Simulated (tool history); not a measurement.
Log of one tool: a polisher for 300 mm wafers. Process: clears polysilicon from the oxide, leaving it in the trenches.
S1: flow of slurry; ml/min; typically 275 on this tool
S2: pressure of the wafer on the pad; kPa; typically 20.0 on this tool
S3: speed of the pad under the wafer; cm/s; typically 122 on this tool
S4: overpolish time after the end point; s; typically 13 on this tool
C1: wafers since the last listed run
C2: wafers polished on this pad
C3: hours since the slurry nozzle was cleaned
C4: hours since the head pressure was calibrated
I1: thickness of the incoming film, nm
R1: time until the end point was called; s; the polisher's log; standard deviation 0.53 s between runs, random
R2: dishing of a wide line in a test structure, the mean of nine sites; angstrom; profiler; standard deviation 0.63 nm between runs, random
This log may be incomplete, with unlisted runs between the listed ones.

run   hour   S1    S2   S3  S4   C1    C2     C3     C4     I1    R1   R2
  1    0.0  300  20.0  122  13    0   153  293.3   31.0  490.6  29.4  525
  2   15.1  275  20.0  122  13  191   344  308.4   46.1  485.5  28.2  523
  3   30.6  275  20.0  122  13  196   541  323.9   61.6  490.3  28.8  519
  4   99.6  275  20.0  122  13  875  1416  392.9  130.6  492.4  30.1  524
  5  117.2  275  16.5  122  16  223  1640  410.5  148.2  489.0  36.0  524
  6  150.1  275  16.5  122  16  417  2057  443.4  181.1  481.0  35.6  533
  7  173.4  275  20.0  122  13  295  2353  466.7  204.4  492.3  30.8  520
  8  194.9  275  20.0  122  13  272  2626  488.2  225.9  481.2  29.8  511
  9  208.1  275  20.0  122  13  167  2793  501.4  239.1  489.1  31.6  526
     216.7  -- worn pad replaced by a new one
 10  243.7  275  20.0  122  13  400   342  537.0  274.7  492.1  26.4  518
 11  257.6  275  20.0  122  13  176   519  550.9  288.6  494.7  28.6  525
 12  290.0  275  20.0  122  13  411   930  583.3  321.0  484.5  27.7  524
 13  325.3  275  20.0  122  13  447  1378  618.6  356.3  496.3  28.9  529
     357.0  -- slurry nozzle cleaned
 14  387.5  275  20.0  122  19  776  2154   30.5  418.5  492.7  29.2  522
     399.6  -- worn pad replaced by a new one
 15  400.5  275  15.2  122  11  114    10   43.5  431.5  493.3  34.5  517
 16  425.6  275  16.5   90   5  318   329   68.6  456.6  496.3  43.0  357
 17  458.3  275  20.0  122  13  414   744  101.3  489.3  486.1  27.0  528
 18  478.3  275  20.0  122  13  253   997  121.3  509.3  495.4  27.8  520
     480.5  -- head pressure recalibrated
 19  502.6  275  25.5  122  13  282  1280  145.6   22.1  488.0  23.7  521
 20  533.9  275  13.1  122  15  397  1677  176.9   53.4  489.4  48.5  504
 21  549.4  220  16.5  122  15  196  1874  192.4   68.9  491.0  38.9  512
 22  567.2  345  26.9   92  18  225  2100  210.2   86.7  490.5  31.2  522
     580.2  -- worn pad replaced by a new one
 23  584.9  275  20.0  134   9  173    59  227.9  104.4  498.1  26.5  511
 24  600.9  275  20.0  122  13  203   262  243.9  120.4  492.6  28.7  521
 25  632.6  210  15.2  122  13  402   664  275.6  152.1  483.9  36.9  513
 26  660.4  365  20.0  100   9  352  1017  303.4  179.9  491.0  34.5  497
 27  682.2  370  20.0  152  19  276  1294  325.2  201.7  490.7  22.3  522
 28  708.3  275  20.0  134   9  331  1625  351.3  227.8  499.7  26.9  502
 29  721.3  275  20.0  122  13  164  1790  364.3  240.8  488.6  28.8  528
 30  757.0  300  15.2  122  13  452  2243  400.0  276.5  491.1  39.5  517
     762.9  -- worn pad replaced by a new one
 31  779.7  275  20.0  148  13  237   213  422.7  299.2  489.7  22.2  524
 32  814.7  275  20.0  164   9  444   657  457.7  334.2  497.3  21.0  527
 33  830.9  370  15.2  122  20  205   862  473.9  350.4  488.8  36.0  543
 34  865.0  210  20.0  122  13  432  1295  508.0  384.5  489.9  29.7  525

Below are 5 alternative next runs, each starting from the tool's condition after run 34. Predict each:
  A  865.4  200  20.0  122  13   5  1300  508.4  384.9  492.7   ?   ?
  B  865.4  275  17.9  122   8   5  1300  508.4  384.9  492.7   ?   ?
  C  865.4  345  26.2  122  13   5  1300  508.4  384.9  492.7   ?   ?
  D  865.4  275  20.0  134  16   5  1300  508.4  384.9  492.7   ?   ?
  E  865.4  275  20.0  122  16   5  1300  508.4  384.9  492.7   ?   ?

run    R1   R2
  A  30.2  525
  B  32.9  487
  C  22.2  530
  D  26.9  530
  E  29.5  529
Take away the tool's hidden state, keep each run's random variation, and the runs would have read:
run    R1   R2
  A  30.8  524
  B  33.6  485
  C  22.6  530
  D  27.4  530
  E  30.1  529
